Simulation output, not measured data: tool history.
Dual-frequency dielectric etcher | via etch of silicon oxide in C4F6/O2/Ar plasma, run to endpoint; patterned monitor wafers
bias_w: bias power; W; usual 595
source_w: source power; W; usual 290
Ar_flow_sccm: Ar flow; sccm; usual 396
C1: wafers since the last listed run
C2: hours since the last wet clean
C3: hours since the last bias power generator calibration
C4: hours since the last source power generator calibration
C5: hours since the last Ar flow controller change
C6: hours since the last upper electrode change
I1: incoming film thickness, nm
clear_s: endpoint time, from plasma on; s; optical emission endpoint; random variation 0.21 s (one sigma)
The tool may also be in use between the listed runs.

Run 1, hour 0: usual settings but bias_w 565 W; C1 0; C2 5.8; C3 5104.6; C4 2660.3; C5 5294.6; C6 2855.9; I1 189.2. Result: clear_s 47.2 s.
Run 2, hour 63.9: usual settings but bias_w 672 W; C1 707; C2 69.7; C3 5168.5; C4 2724.2; C5 5358.5; C6 2919.8; I1 190.2. Result: clear_s 45.5 s.
Run 3, hour 128: usual settings but bias_w 672 W; C1 709; C2 133.8; C3 5232.6; C4 2788.3; C5 5422.6; C6 2983.9; I1 192.6. Result: clear_s 46 s.
Run 4, hour 197.1: usual settings but bias_w 672 W; C1 764; C2 202.9; C3 5301.7; C4 2857.4; C5 5491.7; C6 3053; I1 188.9. Result: clear_s 45.2 s.
Run 5, hour 245: usual settings; C1 530; C2 250.8; C3 5349.6; C4 2905.3; C5 5539.6; C6 3100.9; I1 189.7. Result: clear_s 47 s.
Run 6, hour 287.2: usual settings; C1 466; C2 293; C3 5391.8; C4 2947.5; C5 5581.8; C6 3143.1; I1 190.3. Result: clear_s 47.3 s.
Run 7, hour 344.4: usual settings; C1 632; C2 350.2; C3 5449; C4 3004.7; C5 5639; C6 3200.3; I1 189.7. Result: clear_s 47.2 s.
Run 8, hour 401.9: usual settings; C1 636; C2 407.7; C3 5506.5; C4 3062.2; C5 5696.5; C6 3257.8; I1 189.9. Result: clear_s 47.9 s.
At hour 432.8: bias power generator calibrated.
Run 9, hour 457.1: usual settings; C1 566; C2 462.9; C3 24.3; C4 3117.4; C5 5751.7; C6 3313; I1 191.5. Result: clear_s 48.5 s.
At hour 506.4: upper electrode replaced.
At hour 549.6: wet clean of the chamber.
Run 10, hour 550.1: usual settings; C1 497; C2 0.5; C3 117.3; C4 3210.4; C5 5844.7; C6 43.7; I1 190.7. Result: clear_s 47.4 s.
Run 11, hour 597.9: usual settings but bias_w 491 W, source_w 270 W, Ar_flow_sccm 433 sccm; C1 528; C2 48.3; C3 165.1; C4 3258.2; C5 5892.5; C6 91.5; I1 190.7. Result: clear_s 51.6 s.
Run 12, hour 630.7: usual settings but bias_w 661 W; C1 362; C2 81.1; C3 197.9; C4 3291; C5 5925.3; C6 124.3; I1 190.9. Result: clear_s 46 s.
At hour 667.3: source power generator calibrated.
Run 13, hour 667.8: usual settings but Ar_flow_sccm 478 sccm; C1 366; C2 118.2; C3 235; C4 0.5; C5 5962.4; C6 161.4; I1 189.7. Result: clear_s 47.4 s.
At hour 692.4: Ar flow controller replaced.
Run 14, hour 850.7: usual settings but source_w 260 W, Ar_flow_sccm 430 sccm; C1 1957; C2 301.1; C3 417.9; C4 183.4; C5 158.3; C6 344.3; I1 190.5. Result: clear_s 50.1 s.
Run 15, hour 895: usual settings; C1 490; C2 345.4; C3 462.2; C4 227.7; C5 202.6; C6 388.6; I1 190.1. Result: clear_s 47.7 s.

The next listed run, before its measurement:
Run 16, hour 962.7: usual settings but source_w 350 W; C1 749; C2 413.1; C3 529.9; C4 295.4; C5 270.3; C6 456.3; I1 190.9. Result: clear_s ?.

clear_s: 44.8 s
Without the tool's hidden state the same run would have given clear_s 43.7 s.

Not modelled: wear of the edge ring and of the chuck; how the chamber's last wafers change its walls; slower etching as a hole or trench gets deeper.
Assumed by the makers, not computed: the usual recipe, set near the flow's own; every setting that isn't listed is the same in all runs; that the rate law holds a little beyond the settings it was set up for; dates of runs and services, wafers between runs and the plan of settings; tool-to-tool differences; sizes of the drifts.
